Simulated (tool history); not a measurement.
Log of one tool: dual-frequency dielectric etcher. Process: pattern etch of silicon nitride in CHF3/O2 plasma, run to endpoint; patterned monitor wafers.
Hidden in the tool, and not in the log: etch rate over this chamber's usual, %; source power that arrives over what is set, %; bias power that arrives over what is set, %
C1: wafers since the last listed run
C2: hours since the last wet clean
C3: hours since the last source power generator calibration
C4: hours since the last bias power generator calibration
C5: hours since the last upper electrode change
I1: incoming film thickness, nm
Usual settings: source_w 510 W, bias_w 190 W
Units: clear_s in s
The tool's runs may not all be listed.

run 1 hour=0.0 | source_w=510 bias_w=190 | C1=0 C2=373.0 C3=994.2 C4=1788.6 C5=3258.2 | I1=92.0 | clear_s=62.1
-- hour=117.0 wet clean of the chamber
run 2 hour=117.5 | source_w=510 bias_w=190 | C1=1331 C2=0.5 C3=1111.7 C4=1906.1 C5=3375.7 | I1=91.4 | clear_s=62.1
run 3 hour=171.1 | source_w=510 bias_w=190 | C1=763 C2=54.1 C3=1165.3 C4=1959.7 C5=3429.3 | I1=91.0 | clear_s=61.6
run 4 hour=238.5 | source_w=410 bias_w=190 | C1=959 C2=121.5 C3=1232.7 C4=2027.1 C5=3496.7 | I1=91.4 | clear_s=68.6
run 5 hour=274.9 | source_w=410 bias_w=190 | C1=518 C2=157.9 C3=1269.1 C4=2063.5 C5=3533.1 | I1=91.2 | clear_s=68.4
-- hour=406.5 bias power generator calibrated
run 6 hour=486.8 | source_w=410 bias_w=190 | C1=2959 C2=369.8 C3=1481.0 C4=80.3 C5=3745.0 | I1=91.6 | clear_s=68.0
run 7 hour=534.4 | source_w=510 bias_w=190 | C1=677 C2=417.4 C3=1528.6 C4=127.9 C5=3792.6 | I1=91.2 | clear_s=61.9
run 8 hour=582.1 | source_w=510 bias_w=190 | C1=679 C2=465.1 C3=1576.3 C4=175.6 C5=3840.3 | I1=90.7 | clear_s=61.4
run 9 hour=625.8 | source_w=510 bias_w=190 | C1=622 C2=508.8 C3=1620.0 C4=219.3 C5=3884.0 | I1=92.3 | clear_s=62.7
run 10 hour=676.6 | source_w=510 bias_w=225 | C1=723 C2=559.6 C3=1670.8 C4=270.1 C5=3934.8 | I1=92.1 | clear_s=59.3
-- hour=719.6 wet clean of the chamber
-- hour=728.5 upper electrode replaced
run 11 hour=736.7 | source_w=400 bias_w=232 | C1=386 C2=17.1 C3=1730.9 C4=330.2 C5=8.2 | I1=90.5 | clear_s=63.9
run 12 hour=790.8 | source_w=510 bias_w=190 | C1=770 C2=71.2 C3=1785.0 C4=384.3 C5=62.3 | I1=90.0 | clear_s=60.9
run 13 hour=819.5 | source_w=410 bias_w=212 | C1=408 C2=99.9 C3=1813.7 C4=413.0 C5=91.0 | I1=91.7 | clear_s=65.6
-- hour=918.2 source power generator calibrated
run 14 hour=956.0 | source_w=450 bias_w=175 | C1=1886 C2=236.4 C3=37.8 C4=549.5 C5=227.5 | I1=90.8 | clear_s=66.8
run 15 hour=1023.9 | source_w=390 bias_w=190 | C1=966 C2=304.3 C3=105.7 C4=617.4 C5=295.4 | I1=91.5 | clear_s=69.4
run 16 hour=1073.7 | source_w=570 bias_w=190 | C1=708 C2=354.1 C3=155.5 C4=667.2 C5=345.2 | I1=90.9 | clear_s=58.5
run 17 hour=1143.3 | source_w=510 bias_w=190 | C1=990 C2=423.7 C3=225.1 C4=736.8 C5=414.8 | I1=91.1 | clear_s=61.7
-- hour=1217.0 wet clean of the chamber
run 18 hour=1243.2 | source_w=450 bias_w=146 | C1=1080 C2=26.2 C3=325.0 C4=836.7 C5=514.7 | I1=91.6 | clear_s=71.2
run 19 hour=1269.3 | source_w=630 bias_w=158 | C1=371 C2=52.3 C3=351.1 C4=862.8 C5=540.8 | I1=90.4 | clear_s=59.1

5 ways to go on from here, each from the tool as it stands after run 19. What would each give?
run A hour=1269.7 | source_w=510 bias_w=190 | C1=5 C2=52.7 C3=351.5 C4=863.2 C5=541.2 | I1=91.2 | clear_s=?
run B hour=1269.7 | source_w=420 bias_w=233 | C1=5 C2=52.7 C3=351.5 C4=863.2 C5=541.2 | I1=91.2 | clear_s=?
run C hour=1269.7 | source_w=570 bias_w=214 | C1=5 C2=52.7 C3=351.5 C4=863.2 C5=541.2 | I1=91.2 | clear_s=?
run D hour=1269.7 | source_w=470 bias_w=156 | C1=5 C2=52.7 C3=351.5 C4=863.2 C5=541.2 | I1=91.2 | clear_s=?
run E hour=1269.7 | source_w=630 bias_w=162 | C1=5 C2=52.7 C3=351.5 C4=863.2 C5=541.2 | I1=91.2 | clear_s=?

run=A clear_s=62.0
run=B clear_s=63.1
run=C clear_s=57.0
run=D clear_s=68.2
run=E clear_s=59.5
Without the tool's hidden state the same runs would have given:
run=A clear_s=62.0
run=B clear_s=63.1
run=C clear_s=57.0
run=D clear_s=68.2
run=E clear_s=59.5

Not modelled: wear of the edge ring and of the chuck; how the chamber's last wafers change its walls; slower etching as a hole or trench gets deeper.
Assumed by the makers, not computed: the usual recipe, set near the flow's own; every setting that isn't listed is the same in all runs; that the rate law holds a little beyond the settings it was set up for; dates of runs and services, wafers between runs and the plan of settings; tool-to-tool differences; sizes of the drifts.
